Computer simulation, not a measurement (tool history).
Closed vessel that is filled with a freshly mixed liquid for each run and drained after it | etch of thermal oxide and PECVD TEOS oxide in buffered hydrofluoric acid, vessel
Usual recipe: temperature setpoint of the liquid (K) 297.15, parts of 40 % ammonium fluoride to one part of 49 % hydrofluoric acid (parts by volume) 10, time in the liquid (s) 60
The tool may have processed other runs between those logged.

run     day  temperature setpoint of the liquid (K)  parts of 40 % ammonium fluoride to one part of 49 % hydrofluoric acid (parts by volume)  time in the liquid (s)  wafers since the last listed run  hours since the thermometer was replaced  hours since the hydrofluoric acid flow meter was replaced  hours since the gauge calibration  read-back film thickness of the thermal oxide reference wafer, read on the same gauge (nm)  read-back film thickness of the PECVD TEOS oxide reference wafer, read on the same gauge (nm)  thickness taken off the thermal oxide on a monitor wafer (nm)  thickness taken off the PECVD TEOS oxide on a monitor wafer (nm)
  1       0                                  297.15                                                                                       10                      80                                 0                                    2988.2                                                     1232.9                               37.2                                                                                       60.02                                                                                            130                                                          89.86                                                            191.71
  2     0.3                                  297.15                                                                                       10                      80                              1040                                    2995.4                                                     1240.1                               44.4                                                                                       59.97                                                                                         129.99                                                           89.5                                                            191.72
  3   0.679                                  297.15                                                                                       10                      80                              1315                                    3004.5                                                     1249.2                               53.5                                                                                       60.02                                                                                         130.01                                                          90.09                                                            190.25
  4   1.421                                  297.15                                                                                       10                      60                              2572                                    3022.3                                                       1267                               71.3                                                                                       59.98                                                                                            130                                                          66.59                                                            143.97
  5   3.208                                  297.15                                                                                       10                      60                              6200                                    3065.2                                                     1309.9                              114.2                                                                                       59.99                                                                                            130                                                          67.88                                                            145.48
  6   4.308                                  297.15                                                                                       10                      60                              3815                                    3091.6                                                     1336.3                              140.6                                                                                       60.02                                                                                         129.98                                                          67.18                                                            142.88
  7   5.188                                  297.15                                                                                       10                      50                              3049                                    3112.7                                                     1357.4                              161.7                                                                                       59.98                                                                                         129.99                                                          56.52                                                            120.67
  8   5.754                                  297.15                                                                                       10                      60                              1965                                    3126.3                                                       1371                              175.3                                                                                       59.99                                                                                         129.98                                                          67.66                                                            142.97
  9   6.271                                  297.15                                                                                       10                      60                              1792                                    3138.7                                                     1383.4                              187.7                                                                                       60.02                                                                                            130                                                          66.14                                                            143.43
 10   6.646                                  297.15                                                                                       10                      60                              1300                                    3147.7                                                     1392.4                              196.7                                                                                       60.01                                                                                         130.01                                                          66.71                                                            144.25
 11   8.425                                  297.15                                                                                       10                      60                              6171                                    3190.4                                                     1435.1                              239.4                                                                                       59.99                                                                                         130.02                                                          67.26                                                            142.78
 12   8.762                                  299.15                                                                                       10                      60                              1170                                    3198.5                                                     1443.2                              247.5                                                                                       59.97                                                                                            130                                                          75.65                                                               161
      8.954  -- gauge calibrated
 13   9.146                                  299.15                                                                                       10                      60                              1329                                    3207.7                                                     1452.4                                4.6                                                                                       60.02                                                                                         130.03                                                          75.05                                                            159.87
 14   9.504                                  298.65                                                                                       10                      60                              1242                                    3216.3                                                       1461                               13.2                                                                                       60.03                                                                                         130.01                                                          72.49                                                            156.73
      9.996  -- hydrofluoric acid flow meter replaced
 15  10.017                                  292.65                                                                                       10                      90                              1633                                    3228.6                                                        0.5                               25.5                                                                                       59.99                                                                                         129.99                                                          78.54                                                            169.45
 16  10.667                                  300.15                                                                                     12.5                      40                              2254                                    3244.2                                                       16.1                               41.1                                                                                       60.03                                                                                         129.99                                                          41.63                                                             90.79
 17  11.133                                  297.15                                                                                       10                      60                              1618                                    3255.4                                                       27.3                               52.3                                                                                       59.97                                                                                            130                                                          66.01                                                            144.35
 18  11.692                                  301.15                                                                                     11.5                      30                              1936                                    3268.8                                                       40.7                               65.7                                                                                       59.98                                                                                         129.99                                                          36.09                                                             77.69
 19  12.033                                  299.15                                                                                       10                      60                              1185                                      3277                                                       48.9                               73.9                                                                                       59.97                                                                                         130.01                                                          74.42                                                            159.07
 20    12.4                                  300.65                                                                                       10                      90                              1271                                    3285.8                                                       57.7                               82.7                                                                                       59.98                                                                                         130.01                                                         124.05                                                            259.64
     12.833  -- thermometer replaced
 21  13.125                                  300.15                                                                                      7.5                      75                              2370                                         7                                                       75.1                              100.1                                                                                       59.98                                                                                         129.99                                                         127.09                                                            279.98
 22    14.3                                  297.15                                                                                       10                      30                              4075                                      35.2                                                      103.3                              128.3                                                                                          60                                                                                         129.99                                                          33.84                                                             72.09
 23  14.688                                  293.65                                                                                       10                      60                              1344                                      44.5                                                      112.6                              137.6                                                                                       59.98                                                                                         130.01                                                          54.62                                                            121.06
 24  15.062                                  297.15                                                                                       10                      60                              1300                                      53.5                                                      121.6                              146.6                                                                                       60.01                                                                                         130.01                                                          67.66                                                               143
 25  15.729                                  297.15                                                                                      8.5                      90                              2312                                      69.5                                                      137.6                              162.6                                                                                       59.99                                                                                         129.98                                                         115.98                                                            250.42
 26  16.446                                  293.15                                                                                     12.5                      60                              2485                                      86.7                                                      154.8                              179.8                                                                                       60.03                                                                                            130                                                          43.22                                                             93.06
 27  17.121                                  297.15                                                                                       11                      45                              2341                                     102.9                                                        171                                196                                                                                       59.98                                                                                            130                                                          45.95                                                             99.19

Consider 3 possible next runs. They are alternatives, not a sequence: every one starts from the tool as it was left by run 27. What does each give?
  A  17.15                                  295.15                                                                                       10                      60                               101                                     103.6                                                      171.7                              196.7                                                                                           ?                                                                                              ?                                                              ?                                                                 ?
  B  17.15                                  292.15                                                                                       11                      60                               101                                     103.6                                                      171.7                              196.7                                                                                           ?                                                                                              ?                                                              ?                                                                 ?
  C  17.15                                  294.65                                                                                       10                      60                               101                                     103.6                                                      171.7                              196.7                                                                                           ?                                                                                              ?                                                              ?                                                                 ?

run  read-back film thickness of the thermal oxide reference wafer, read on the same gauge (nm)  read-back film thickness of the PECVD TEOS oxide reference wafer, read on the same gauge (nm)  thickness taken off the thermal oxide on a monitor wafer (nm)  thickness taken off the PECVD TEOS oxide on a monitor wafer (nm)
  A                                                                                       59.96                                                                                         130.01                                                          60.27                                                            129.72
  B                                                                                       59.96                                                                                         130.01                                                          46.46                                                             99.99
  C                                                                                       59.96                                                                                         130.01                                                          58.63                                                            126.18
With the hidden condition removed and each run's random variation left untouched, the same runs would have given:
run  thickness taken off the thermal oxide on a monitor wafer (nm)  thickness taken off the PECVD TEOS oxide on a monitor wafer (nm)
  A                                                          60.27                                                            129.72
  B                                                          46.46                                                             99.99
  C                                                          58.63                                                            126.18

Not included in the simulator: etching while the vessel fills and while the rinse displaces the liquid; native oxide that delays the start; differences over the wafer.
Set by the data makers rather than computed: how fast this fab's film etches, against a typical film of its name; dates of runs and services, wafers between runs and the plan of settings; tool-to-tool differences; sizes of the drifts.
